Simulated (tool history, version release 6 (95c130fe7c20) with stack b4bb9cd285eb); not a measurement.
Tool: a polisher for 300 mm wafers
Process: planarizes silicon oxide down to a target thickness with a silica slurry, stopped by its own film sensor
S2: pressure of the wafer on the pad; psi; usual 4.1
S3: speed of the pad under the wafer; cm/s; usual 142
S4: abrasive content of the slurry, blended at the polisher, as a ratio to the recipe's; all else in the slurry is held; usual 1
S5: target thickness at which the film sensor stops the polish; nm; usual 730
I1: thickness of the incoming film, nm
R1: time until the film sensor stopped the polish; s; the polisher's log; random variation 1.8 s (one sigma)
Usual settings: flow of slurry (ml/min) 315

run 1 hour=0 | flow_of_slurry_(ml/min)=315 S2=4.1 S3=142 S4=1 S5=730 | I1=1086.7 | R1=94.8
-- hour=14.3 worn pad replaced by a new one
run 2 hour=14.8 | flow_of_slurry_(ml/min)=315 S2=4.1 S3=142 S4=1 S5=730 | I1=1063.5 | R1=86.3
run 3 hour=23.8 | flow_of_slurry_(ml/min)=315 S2=4.1 S3=142 S4=1 S5=730 | I1=1094.1 | R1=94.2
run 4 hour=33.6 | flow_of_slurry_(ml/min)=315 S2=4.1 S3=142 S4=1 S5=796 | I1=1073.9 | R1=71.2
-- hour=81.5 slurry nozzle cleaned
run 5 hour=83.2 | flow_of_slurry_(ml/min)=315 S2=4.1 S3=142 S4=1 S5=796 | I1=1083.9 | R1=72.1
run 6 hour=90.1 | flow_of_slurry_(ml/min)=315 S2=4.1 S3=142 S4=1 S5=796 | I1=1077 | R1=70.9
-- hour=95.8 conditioning disc replaced and pad reconditioned
run 7 hour=102.2 | flow_of_slurry_(ml/min)=315 S2=4.1 S3=142 S4=1 S5=730 | I1=1074.9 | R1=87.4
run 8 hour=110 | flow_of_slurry_(ml/min)=315 S2=4.1 S3=142 S4=1 S5=730 | I1=1076.5 | R1=92.4
run 9 hour=127.9 | flow_of_slurry_(ml/min)=315 S2=4.1 S3=142 S4=1.1 S5=730 | I1=1076.2 | R1=88.2
-- hour=142.6 worn pad replaced by a new one
run 10 hour=144.1 | flow_of_slurry_(ml/min)=315 S2=4.1 S3=160 S4=1.2 S5=730 | I1=1077.2 | R1=74.5
run 11 hour=160.6 | flow_of_slurry_(ml/min)=315 S2=4.1 S3=142 S4=1 S5=796 | I1=1059.2 | R1=64.9
run 12 hour=176 | flow_of_slurry_(ml/min)=315 S2=5.3 S3=184 S4=1 S5=730 | I1=1074.7 | R1=57.9
run 13 hour=189 | flow_of_slurry_(ml/min)=315 S2=4.1 S3=142 S4=1 S5=689 | I1=1062.5 | R1=92.5
-- hour=194.1 slurry blender recalibrated
run 14 hour=206.8 | flow_of_slurry_(ml/min)=315 S2=4.1 S3=142 S4=1.15 S5=636 | I1=1072.7 | R1=108.7
run 15 hour=224.4 | flow_of_slurry_(ml/min)=395 S2=4.1 S3=98 S4=0.9 S5=640 | I1=1079.8 | R1=160.7
-- hour=259.7 head pressure recalibrated
run 16 hour=265.8 | flow_of_slurry_(ml/min)=315 S2=4.1 S3=142 S4=1 S5=730 | I1=1075 | R1=89.1
-- hour=279.8 worn pad replaced by a new one
run 17 hour=280.3 | flow_of_slurry_(ml/min)=315 S2=5.2 S3=142 S4=1 S5=730 | I1=1070.3 | R1=71.1
run 18 hour=289.1 | flow_of_slurry_(ml/min)=285 S2=5 S3=142 S4=1 S5=684 | I1=1078.6 | R1=83.4
run 19 hour=304.7 | flow_of_slurry_(ml/min)=315 S2=4.5 S3=116 S4=1 S5=847 | I1=1083.6 | R1=65.5
run 20 hour=315.9 | flow_of_slurry_(ml/min)=395 S2=4.1 S3=98 S4=0.9 S5=640 | I1=1072 | R1=150.2
run 21 hour=323.5 | flow_of_slurry_(ml/min)=395 S2=4.1 S3=98 S4=0.9 S5=640 | I1=1071.2 | R1=158.9
run 22 hour=330.1 | flow_of_slurry_(ml/min)=415 S2=4.1 S3=142 S4=0.7 S5=730 | I1=1075.4 | R1=105.5
run 23 hour=344.6 | flow_of_slurry_(ml/min)=230 S2=3.3 S3=118 S4=0.8 S5=730 | I1=1076.8 | R1=142.9
run 24 hour=358.6 | flow_of_slurry_(ml/min)=235 S2=3.7 S3=142 S4=1.3 S5=613 | I1=1082.6 | R1=122.9
-- hour=365.1 conditioning disc replaced and pad reconditioned
run 25 hour=365.6 | flow_of_slurry_(ml/min)=315 S2=4.1 S3=142 S4=1 S5=730 | I1=1061.7 | R1=84.3
run 26 hour=381.8 | flow_of_slurry_(ml/min)=315 S2=4.1 S3=142 S4=1 S5=730 | I1=1078.4 | R1=91.7

4 ways to go on from here, each from the tool as it stands after run 26. What would each give?
run A hour=382.2 | flow_of_slurry_(ml/min)=315 S2=4.1 S3=142 S4=1 S5=730 | I1=1089.9 | R1=?
run B hour=382.2 | flow_of_slurry_(ml/min)=420 S2=4.1 S3=186 S4=1 S5=823 | I1=1089.9 | R1=?
run C hour=382.2 | flow_of_slurry_(ml/min)=280 S2=3.6 S3=176 S4=1 S5=730 | I1=1089.9 | R1=?
run D hour=382.2 | flow_of_slurry_(ml/min)=315 S2=4.1 S3=160 S4=1 S5=730 | I1=1089.9 | R1=?

run=A R1=95.3
run=B R1=55.6
run=C R1=91.8
run=D R1=86.6
Without the tool's hidden state the same runs would have given:
run=A R1=95.3
run=B R1=55.6
run=C R1=91.8
run=D R1=86.6
